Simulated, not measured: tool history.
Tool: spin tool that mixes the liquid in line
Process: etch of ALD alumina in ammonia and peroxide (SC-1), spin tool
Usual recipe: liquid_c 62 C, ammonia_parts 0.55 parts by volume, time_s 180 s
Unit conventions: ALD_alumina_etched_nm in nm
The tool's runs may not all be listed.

| run | hour | liquid_c | ammonia_parts | time_s | read-back film thickness of the ALD alumina reference wafer, read on the same gauge (nm) | ALD_alumina_etched_nm |
|---|---|---|---|---|---|---|
| 1 | 0 | 67.5 | 0.55 | 180 | 120.03 | 42.06 |
|  | 127.6 | heated supply line repaired |
| 2 | 177 | 65.5 | 0.55 | 125 | 120.01 | 26.93 |
| 3 | 233 | 62 | 0.55 | 180 | 119.97 | 32.77 |
| 4 | 285.3 | 62 | 0.55 | 180 | 120 | 33.02 |
| 5 | 359.8 | 62 | 0.55 | 180 | 120.01 | 32.76 |
|  | 394.9 | gauge calibrated |
| 6 | 411.5 | 62 | 0.55 | 180 | 119.99 | 32.64 |
| 7 | 498.5 | 62 | 0.75 | 180 | 120 | 33.54 |
|  | 501.1 | new drum of ammonia solution connected |
| 8 | 535.2 | 62 | 0.8 | 180 | 120.02 | 33.43 |
| 9 | 572 | 62 | 0.55 | 180 | 119.98 | 32.64 |
| 10 | 673.7 | 62 | 0.55 | 180 | 120.01 | 32.22 |
| 11 | 718.3 | 62 | 0.55 | 180 | 120 | 31.81 |
| 12 | 780.4 | 62 | 0.55 | 180 | 120 | 32 |
|  | 1030.5 | new drum of ammonia solution connected |
| 13 | 1087.4 | 57.5 | 0.55 | 180 | 120.03 | 24.82 |
|  | 1123.6 | heated supply line repaired |
| 14 | 1194.2 | 66 | 0.45 | 85 | 119.99 | 18.52 |
| 15 | 1262 | 56 | 0.55 | 215 | 120 | 28.72 |
|  | 1266 | ammonia flow meter replaced |
|  | 1287 | thermometer replaced |
| 16 | 1298.8 | 62 | 0.3 | 180 | 120 | 30.68 |
| 17 | 1464.5 | 70 | 0.35 | 150 | 120.02 | 38.15 |
| 18 | 1502.5 | 62 | 0.65 | 180 | 120.02 | 32.41 |
| 19 | 1599.8 | 62 | 0.35 | 180 | 120 | 30.96 |
|  | 1643.6 | new drum of ammonia solution connected |
| 20 | 1684.1 | 62 | 0.8 | 180 | 120.01 | 32.75 |
| 21 | 1957.4 | 62 | 0.55 | 180 | 119.99 | 31.4 |
| 22 | 2151.2 | 55.5 | 0.85 | 125 | 120 | 15.91 |
|  | 2181.1 | heated supply line repaired |
| 23 | 2258.5 | 66.5 | 0.7 | 110 | 119.99 | 25.55 |
|  | 2293 | new drum of ammonia solution connected |
| 24 | 2298.2 | 62 | 0.45 | 265 | 120 | 48.06 |

Some steps in ALD_alumina_etched_nm, run to run, broken into two amounts with sign: the step expected even without the hidden condition (settings, incoming material, random variation), and the rest, left for the hidden condition together with whatever gauge scatter is not in both the measured and the hidden-condition-free result:
The tool's hidden condition here consists of: liquid hotter than its thermometer reads (K); ammonia flow below the setpoint (%); temperature lost on the way to the wafer (K); ammonia solution weaker than its label (%); gauge reads high (%).
Run 1 -> 2: liquid_c 67.5 -> 65.5, time_s 180 -> 125, heated supply line repaired. ALD_alumina_etched_nm -15.13 nm: hidden state +1.85, all else -16.98.
Run 13 -> 14: liquid_c 57.5 -> 66, ammonia_parts 0.55 -> 0.45, time_s 180 -> 85, heated supply line repaired. ALD_alumina_etched_nm -6.3 nm: hidden state +1.42, all else -7.72.
Run 21 -> 22: liquid_c 62 -> 55.5, ammonia_parts 0.55 -> 0.85, time_s 180 -> 125. ALD_alumina_etched_nm -15.49 nm: hidden state +0.62, all else -16.11.
Run 23 -> 24: liquid_c 66.5 -> 62, ammonia_parts 0.7 -> 0.45, time_s 110 -> 265, new drum of ammonia solution connected. ALD_alumina_etched_nm +22.51 nm: hidden state -0.31, all else +22.82.
